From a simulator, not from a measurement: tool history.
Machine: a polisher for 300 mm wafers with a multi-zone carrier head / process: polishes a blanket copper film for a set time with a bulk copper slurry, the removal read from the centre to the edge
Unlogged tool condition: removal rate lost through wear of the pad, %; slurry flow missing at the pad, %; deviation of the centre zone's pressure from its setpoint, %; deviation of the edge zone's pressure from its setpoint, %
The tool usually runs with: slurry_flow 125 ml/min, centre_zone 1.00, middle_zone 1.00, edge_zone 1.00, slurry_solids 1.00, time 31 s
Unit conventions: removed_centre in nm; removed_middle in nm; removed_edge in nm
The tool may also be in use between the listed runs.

run   hour  slurry_flow  centre_zone  middle_zone  edge_zone  slurry_solids  time  wafers since the last listed run  wafers polished on this pad  hours since the slurry nozzle was cleaned  hours since the centre zone pressure was calibrated  hours since the edge zone pressure was calibrated  hours since the carrier head's membrane was replaced  incoming thickness of the incoming film, nm  removed_centre  removed_middle  removed_edge
  1    0.0          135         1.00         1.00       0.96           1.00    31                                 0                          158                                      532.1                                               1060.5                                              458.6                                                 936.1                                       3211.0           218.2           215.9         212.5
  2   15.2          125         1.00         1.00       1.00           1.00    31                               159                          318                                      547.3                                               1075.7                                              473.8                                                 951.3                                       3157.5           212.8           211.3         210.1
      61.8  -- worn pad replaced by a new one
  3   62.3          125         1.00         1.00       1.00           1.00    31                               452                            4                                      594.4                                               1122.8                                              520.9                                                 998.4                                       3190.1           213.0           211.8         216.6
      70.0  -- carrier head's membrane replaced by a new one
  4   70.5          140         1.00         1.00       1.00           1.00    31                                33                           38                                      602.6                                               1131.0                                              529.1                                                   0.5                                       3173.0           218.1           219.4         219.9
  5   78.6          140         1.00         1.00       1.00           1.00    31                                85                          123                                      610.7                                               1139.1                                              537.2                                                   8.6                                       3239.7           220.6           216.7         219.5
  6   89.2          140         1.00         1.00       1.00           1.00    31                               111                          235                                      621.3                                               1149.7                                              547.8                                                  19.2                                       3204.4           219.7           219.1         218.3
  7   98.2          125         1.00         1.00       1.00           1.00    31                                94                          329                                      630.3                                               1158.7                                              556.8                                                  28.2                                       3252.6           209.5           212.6         216.9
  8  114.4          125         1.00         1.03       1.00           1.00    31                               170                          499                                      646.5                                               1174.9                                              573.0                                                  44.4                                       3220.8           212.6           220.3         214.1
  9  121.1          125         1.00         1.00       1.00           1.00    31                                70                          570                                      653.2                                               1181.6                                              579.7                                                  51.1                                       3176.3           213.8           211.2         215.2
 10  127.7          140         1.00         1.00       1.06           1.00    31                                69                          639                                      659.8                                               1188.2                                              586.3                                                  57.7                                       3138.9           219.7           219.3         225.3
 11  142.8          150         0.95         0.95       1.00           0.85    31                               158                          798                                      674.9                                               1203.3                                              601.4                                                  72.8                                       3204.7           201.2           200.8         210.8
     145.8  -- edge zone pressure recalibrated
     161.4  -- worn pad replaced by a new one
 12  161.9           90         1.00         1.00       1.00           1.00    34                               137                            5                                      694.0                                               1222.4                                               16.1                                                  91.9                                       3194.2           207.5           209.6         217.2
 13  171.3          125         1.10         0.96       1.00           1.00    31                                98                          104                                      703.4                                               1231.8                                               25.5                                                 101.3                                       3188.1           236.1           206.5         218.7
     178.2  -- centre zone pressure recalibrated
 14  186.4          135         1.00         1.00       0.96           1.00    31                               137                          242                                      718.5                                                  8.2                                               40.6                                                 116.4                                       3182.4           214.4           218.4         213.5
     193.4  -- slurry nozzle cleaned
 15  195.1          125         1.00         1.00       0.94           1.25    40                                80                          323                                        1.7                                                 16.9                                               49.3                                                 125.1                                       3234.7           292.2           292.0         291.3
 16  216.8          125         1.00         1.00       1.00           0.80    34                               228                          551                                       23.4                                                 38.6                                               71.0                                                 146.8                                       3159.7           221.8           217.2         216.2
 17  224.4          150         1.00         1.05       0.91           1.00    31                                79                          630                                       31.0                                                 46.2                                               78.6                                                 154.4                                       3186.3           223.4           230.9         211.1
 18  240.2          125         1.09         1.00       1.00           1.25    31                               166                          796                                       46.8                                                 62.0                                               94.4                                                 170.2                                       3253.4           244.5           227.7         229.9
     250.3  -- worn pad replaced by a new one
 19  252.2          125         1.00         1.00       1.00           1.00    31                                84                           19                                       58.8                                                 74.0                                              106.4                                                 182.2                                       3246.4           214.4           212.4         214.7
 20  266.1          125         1.00         1.00       1.00           1.00    31                               146                          165                                       72.7                                                 87.9                                              120.3                                                 196.1                                       3189.1           214.7           212.2         214.5
 21  276.4          125         1.00         1.05       0.93           1.00    31                               108                          273                                       83.0                                                 98.2                                              130.6                                                 206.4                                       3209.2           214.0           221.2         211.6

Expected results for the next run?
 22  283.6          135         1.00         1.00       0.96           1.00    31                                75                          349                                       90.2                                                105.4                                              137.8                                                 213.6                                       3177.8               ?               ?             ?

{"run 22": {"removed_centre": 217.5, "removed_middle": 218.0, "removed_edge": 216.9}}
The same run, on a tool lacking any hidden state, would have yielded removed_centre 217.5 nm, removed_middle 218.0 nm, removed_edge 216.9 nm.
